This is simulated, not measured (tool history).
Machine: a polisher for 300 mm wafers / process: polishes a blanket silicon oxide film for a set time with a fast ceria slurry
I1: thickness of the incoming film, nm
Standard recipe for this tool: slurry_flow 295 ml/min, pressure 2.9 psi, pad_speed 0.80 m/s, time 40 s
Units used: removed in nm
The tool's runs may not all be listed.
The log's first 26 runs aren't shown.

run 27 hour=2027.4 | slurry_flow=295 pressure=2.9 pad_speed=0.80 time=40 | I1=2459.8 | removed=499.2
run 28 hour=2084.4 | slurry_flow=295 pressure=2.9 pad_speed=0.80 time=40 | I1=2465.2 | removed=489.8
-- hour=2170.1 slurry nozzle cleaned
run 29 hour=2171.2 | slurry_flow=245 pressure=2.9 pad_speed=0.80 time=49 | I1=2468.9 | removed=592.4
-- hour=2178.8 worn pad replaced by a new one
run 30 hour=2250.7 | slurry_flow=295 pressure=2.9 pad_speed=0.80 time=34 | I1=2418.1 | removed=450.0
run 31 hour=2316.4 | slurry_flow=330 pressure=2.9 pad_speed=0.80 time=40 | I1=2469.8 | removed=525.6
run 32 hour=2397.2 | slurry_flow=295 pressure=2.9 pad_speed=0.80 time=52 | I1=2451.3 | removed=658.2
run 33 hour=2445.7 | slurry_flow=295 pressure=2.9 pad_speed=0.80 time=40 | I1=2486.1 | removed=500.7
run 34 hour=2527.9 | slurry_flow=250 pressure=2.9 pad_speed=0.80 time=46 | I1=2477.5 | removed=554.1

Each row is a separate what-if for the run after 34, all from the same tool condition, not one after another. Results?
run A hour=2528.3 | slurry_flow=295 pressure=2.9 pad_speed=0.80 time=40 | I1=2473.2 | removed=?
run B hour=2528.3 | slurry_flow=365 pressure=3.5 pad_speed=0.80 time=46 | I1=2473.2 | removed=?
run C hour=2528.3 | slurry_flow=295 pressure=2.9 pad_speed=1.04 time=40 | I1=2473.2 | removed=?
run D hour=2528.3 | slurry_flow=295 pressure=2.9 pad_speed=0.80 time=47 | I1=2473.2 | removed=?
run E hour=2528.3 | slurry_flow=390 pressure=3.3 pad_speed=0.62 time=40 | I1=2473.2 | removed=?

run=A removed=487.8
run=B removed=690.1
run=C removed=634.1
run=D removed=573.1
run=E removed=440.7
What these runs would have given with no unlogged condition in the tool:
run=A removed=541.2
run=B removed=765.6
run=C removed=703.5
run=D removed=635.9
run=E removed=488.9

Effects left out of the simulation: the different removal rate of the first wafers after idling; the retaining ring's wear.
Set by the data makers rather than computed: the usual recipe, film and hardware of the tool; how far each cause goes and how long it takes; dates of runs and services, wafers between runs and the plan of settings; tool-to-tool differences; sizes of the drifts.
